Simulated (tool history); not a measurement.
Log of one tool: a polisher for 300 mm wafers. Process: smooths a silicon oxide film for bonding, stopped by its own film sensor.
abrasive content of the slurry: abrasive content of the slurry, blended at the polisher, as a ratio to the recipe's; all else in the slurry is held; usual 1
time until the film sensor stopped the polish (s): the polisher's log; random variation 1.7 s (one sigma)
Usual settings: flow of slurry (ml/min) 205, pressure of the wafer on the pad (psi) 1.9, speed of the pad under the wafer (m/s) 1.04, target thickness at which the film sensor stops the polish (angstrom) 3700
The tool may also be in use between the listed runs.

run      day  flow of slurry (ml/min)  pressure of the wafer on the pad (psi)  speed of the pad under the wafer (m/s)  abrasive content of the slurry  target thickness at which the film sensor stops the polish (angstrom)  wafers since the last listed run  wafers polished on this pad  hours since the slurry nozzle was cleaned  hours since the head pressure was calibrated  hours since the slurry blender was calibrated  incoming thickness of the incoming film, nm  time until the film sensor stopped the polish (s)
  1        0                      205                                     1.9                                    1.04                               1                                                                   3700                                 0                         1954                                      288.4                                         708.9                                            0.5                                        445.3                                                107
  2    3.792                      205                                     1.9                                    1.04                               1                                                                   3700                               835                         2790                                      379.4                                         799.9                                           91.5                                        435.2                                               97.2
  3    7.838                      205                                     1.9                                    1.04                               1                                                                   3700                               891                         3681                                      476.5                                           897                                          188.6                                        438.4                                                109
      10.375  -- slurry nozzle cleaned
  4   11.708                      205                                     1.9                                    1.04                               1                                                                   3700                               843                         4524                                         32                                         989.9                                          281.5                                        447.1                                              124.5
  5   16.046                      205                                     1.9                                    1.04                               1                                                                   3700                               955                         5480                                      136.1                                          1094                                          385.6                                          441                                              116.8
      16.379  -- head pressure recalibrated
      16.808  -- worn pad replaced by a new one
  6   19.108                      205                                     1.9                                    1.04                               1                                                                   3700                               619                          506                                      209.6                                          65.5                                          459.1                                        447.6                                                127
  7   23.533                      205                                     1.9                                    1.04                             1.1                                                                   3700                               974                         1481                                      315.8                                         171.7                                          565.3                                        439.6                                              110.3
      25.762  -- slurry blender recalibrated
  8   27.238                      205                                     1.9                                    1.04                             1.1                                                                   3700                               797                         2278                                      404.7                                         260.6                                           35.4                                          439                                               99.3
  9   30.933                      205                                     1.9                                    1.04                               1                                                                   3700                               814                         3092                                      493.4                                         349.3                                          124.1                                        441.8                                              109.2
 10   35.025                      205                                     1.9                                    1.04                               1                                                                   3700                               901                         3994                                      591.6                                         447.5                                          222.3                                          439                                              111.5
      39.192  -- slurry nozzle cleaned
 11   39.212                      205                                     1.9                                    1.04                               1                                                                   3700                               913                         4907                                        0.5                                           548                                          322.8                                        437.1                                              107.7
      39.858  -- worn pad replaced by a new one
 12   42.954                      205                                     1.9                                    1.04                               1                                                                   3700                               787                          681                                       90.3                                         637.8                                          412.6                                        439.5                                              113.4
 13   46.179                      205                                     2.3                                    1.14                             1.2                                                                   3490                               710                         1391                                      167.7                                         715.2                                            490                                        438.9                                              113.7
 14   47.733                      205                                     1.9                                    0.92                             0.8                                                                   3700                               342                         1734                                        205                                         752.5                                          527.3                                        436.9                                                129
      49.017  -- slurry blender recalibrated
 15     50.7                      240                                     1.9                                    1.04                             1.2                                                                   3830                               635                         2369                                      276.2                                         823.7                                           40.4                                        441.2                                               80.4
 16   54.746                      205                                     1.9                                    1.04                               1                                                                   3700                               891                         3260                                      373.3                                         920.8                                          137.5                                        438.3                                              102.2
 17   57.846                      165                                     1.3                                    0.74                               1                                                                   3700                               682                         3943                                      447.7                                         995.2                                          211.9                                        443.1                                              188.9
 18   60.196                      205                                     1.9                                    1.04                               1                                                                   3700                               517                         4460                                      504.1                                        1051.6                                          268.3                                        442.2                                              116.2
      63.525  -- worn pad replaced by a new one
 19   64.433                      205                                     1.9                                    1.04                               1                                                                   3700                               896                          200                                      605.8                                        1153.3                                            370                                        436.5                                              110.8
      65.696  -- slurry nozzle cleaned
 20   68.162                      205                                     1.9                                    1.04                            0.85                                                                   3700                               812                         1012                                       59.2                                        1242.8                                          459.5                                        442.4                                              128.5
      68.958  -- head pressure recalibrated
 21   69.821                      245                                     1.9                                    1.04                               1                                                                   3540                               346                         1359                                         99                                          20.7                                          499.3                                        441.5                                              144.9
      71.112  -- slurry blender recalibrated
 22   74.117                      205                                     1.9                                    0.86                            1.25                                                                   3800                               927                         2286                                      202.1                                         123.8                                           72.1                                        435.3                                               87.3
 23   77.492                      205                                     1.9                                    1.04                               1                                                                   3700                               743                         3030                                      283.1                                         204.8                                          153.1                                        447.2                                              121.6
 24   81.588                      205                                     1.9                                     1.3                            1.25                                                                   3820                               902                         3932                                      381.4                                         303.1                                          251.4                                        431.9                                               61.5
 25   85.371                      205                                     1.9                                    0.72                               1                                                                   3780                               833                         4765                                      472.2                                         393.9                                          342.2                                        444.1                                              150.2
 26   87.625                      250                                     1.4                                    0.78                               1                                                                   3700                               496                         5262                                      526.3                                           448                                          396.3                                        442.9                                              177.7
      89.021  -- worn pad replaced by a new one
      89.338  -- slurry nozzle cleaned
 27   90.867                      205                                     1.9                                    1.04                               1                                                                   3580                               668                          397                                       36.7                                         525.8                                          474.1                                          437                                              131.3
 28   94.612                      205                                     1.9                                    1.04                            0.75                                                                   3700                               825                         1222                                      126.6                                         615.7                                            564                                        446.8                                              151.3
      95.417  -- slurry blender recalibrated
 29   96.312                      205                                     1.9                                    1.04                               1                                                                   3700                               356                         1578                                      167.4                                         656.5                                           21.5                                        446.5                                              111.7
 30   99.712                      205                                     1.9                                    1.04                               1                                                                   3700                               748                         2327                                        249                                         738.1                                          103.1                                        444.7                                              114.4
 31  101.879                      205                                     1.9                                    1.04                               1                                                                   3700                               477                         2804                                        301                                         790.1                                          155.1                                        432.4                                               97.9

Forecast each of these 3 alternatives for the next run:
  A  101.9                      255                                     1.9                                    1.04                               1                                                                   3700                                 4                         2809                                      301.5                                         790.6                                          155.6                                        445.5                                                  ?
  B  101.9                      205                                     1.9                                    1.04                               1                                                                   3630                                 4                         2809                                      301.5                                         790.6                                          155.6                                        445.5                                                  ?
  C  101.9                      205                                     2.3                                    1.04                               1                                                                   3890                                 4                         2809                                      301.5                                         790.6                                          155.6                                        445.5                                                  ?

run  time until the film sensor stopped the polish (s)
  A                                              115.4
  B                                              128.2
  C                                                 78
Without the tool's hidden state the same runs would have given:
run  time until the film sensor stopped the polish (s)
  A                                              106.6
  B                                              118.5
  C                                                 72

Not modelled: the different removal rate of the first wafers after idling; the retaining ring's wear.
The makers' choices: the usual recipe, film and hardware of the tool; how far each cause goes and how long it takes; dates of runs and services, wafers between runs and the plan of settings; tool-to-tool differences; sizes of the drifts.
